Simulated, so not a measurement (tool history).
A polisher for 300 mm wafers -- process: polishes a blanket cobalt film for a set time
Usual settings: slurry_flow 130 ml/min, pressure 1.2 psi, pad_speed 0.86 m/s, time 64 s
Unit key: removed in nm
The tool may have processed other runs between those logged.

run,hour,slurry_flow,pressure,pad_speed,time,wafers since the last listed run,wafers polished on this pad,hours since the slurry nozzle was cleaned,hours since the head pressure was calibrated,"incoming thickness of the incoming film, nm",removed
1,0.0,130,1.2,0.86,64,0,6130,240.2,904.7,642.9,157.0
# hour 68.6: worn pad replaced by a new one
2,100.7,130,1.2,0.86,64,1313,435,340.9,1005.4,637.7,159.8
3,180.5,130,0.9,0.86,64,1084,1520,420.7,1085.2,645.9,120.8
4,290.9,130,1.2,0.96,64,1500,3020,531.1,1195.6,633.6,173.4
# hour 342.3: head pressure recalibrated
5,365.1,130,1.2,0.96,64,981,4001,605.3,22.8,632.5,173.8
6,425.5,130,1.2,0.86,64,820,4821,665.7,83.2,643.9,157.8
# hour 457.2: slurry nozzle cleaned
7,522.0,130,1.2,0.86,64,1297,6119,64.8,179.7,644.5,156.3
# hour 560.3: worn pad replaced by a new one
8,602.9,130,1.2,0.86,64,1044,579,145.7,260.6,643.9,147.5
9,662.6,120,1.2,0.86,64,811,1390,205.4,320.3,631.3,143.4
10,729.1,120,1.2,0.86,64,903,2293,271.9,386.8,647.2,143.8
11,810.6,120,1.2,0.86,64,1107,3401,353.4,468.3,647.7,145.0
12,850.4,130,1.2,0.86,64,540,3942,393.2,508.1,653.0,144.6
13,913.1,140,1.2,0.86,64,851,4794,455.9,570.8,651.4,145.3
14,999.2,140,1.2,0.86,64,1169,5964,542.0,656.9,642.0,142.1
15,1074.1,140,1.2,0.86,64,1017,6981,616.9,731.8,628.7,144.2
16,1136.7,130,1.2,0.86,64,850,7832,679.5,794.4,640.7,137.6
17,1236.9,130,1.2,0.86,64,1361,9193,779.7,894.6,638.4,136.3
# hour 1248.2: worn pad replaced by a new one, repeated, since the last time left the tool worse
# hour 1260.1: slurry nozzle cleaned
18,1301.2,100,1.2,0.86,44,805,706,41.1,958.9,641.8,102.7
19,1366.8,165,1.3,0.62,57,891,1598,106.7,1024.5,634.5,127.2
20,1415.0,130,1.2,0.64,78,654,2253,154.9,1072.7,637.3,155.3
21,1520.9,155,1.2,0.94,86,1438,3692,260.8,1178.6,649.0,235.3
# hour 1568.3: head pressure recalibrated
22,1611.5,130,1.2,0.86,64,1203,4895,351.4,43.2,639.8,154.3
23,1714.1,130,1.3,0.86,83,1394,6290,454.0,145.8,643.7,217.2
# hour 1727.3: worn pad replaced by a new one
24,1818.5,130,1.0,1.06,49,1364,1239,558.4,250.2,641.2,118.1
25,1949.0,130,1.2,0.72,75,1773,3012,688.9,380.7,627.9,160.0
26,2031.1,130,1.2,0.86,64,1115,4127,771.0,462.8,642.9,155.4
27,2067.4,95,1.4,0.70,56,493,4621,807.3,499.1,647.6,126.6
# hour 2068.5: slurry nozzle cleaned
28,2153.3,130,1.0,0.86,46,1153,5774,84.8,585.0,648.2,93.0
29,2222.8,130,1.2,0.86,71,944,6719,154.3,654.5,651.2,166.7
# hour 2235.2: worn pad replaced by a new one
30,2302.8,130,1.2,0.86,64,1032,919,234.3,734.5,646.1,160.9
31,2354.2,85,1.3,1.00,79,698,1617,285.7,785.9,639.5,221.1
# hour 2596.8: head pressure recalibrated
32,2624.0,130,1.2,0.74,64,3638,5256,555.5,27.2,633.9,134.4
33,2694.1,165,1.4,0.86,64,952,6208,625.6,97.3,641.4,186.8
34,2754.0,130,1.2,0.86,64,813,7022,685.5,157.2,639.0,154.7
35,2792.5,130,1.5,0.62,64,523,7545,724.0,195.7,650.1,150.9

Branching from run 35: 4 alternative next runs. What would each branch give?
A,2792.9,130,1.2,0.86,64,5,7551,724.4,196.1,638.7,?
B,2792.9,130,1.3,0.86,64,5,7551,724.4,196.1,638.7,?
C,2792.9,130,1.4,0.86,53,5,7551,724.4,196.1,638.7,?
D,2792.9,155,1.2,0.98,64,5,7551,724.4,196.1,638.7,?

run,removed
A,152.0
B,164.7
C,146.9
D,173.9
Had the tool no hidden state, the same runs would have come out as:
run,removed
A,161.0
B,174.4
C,155.5
D,184.2
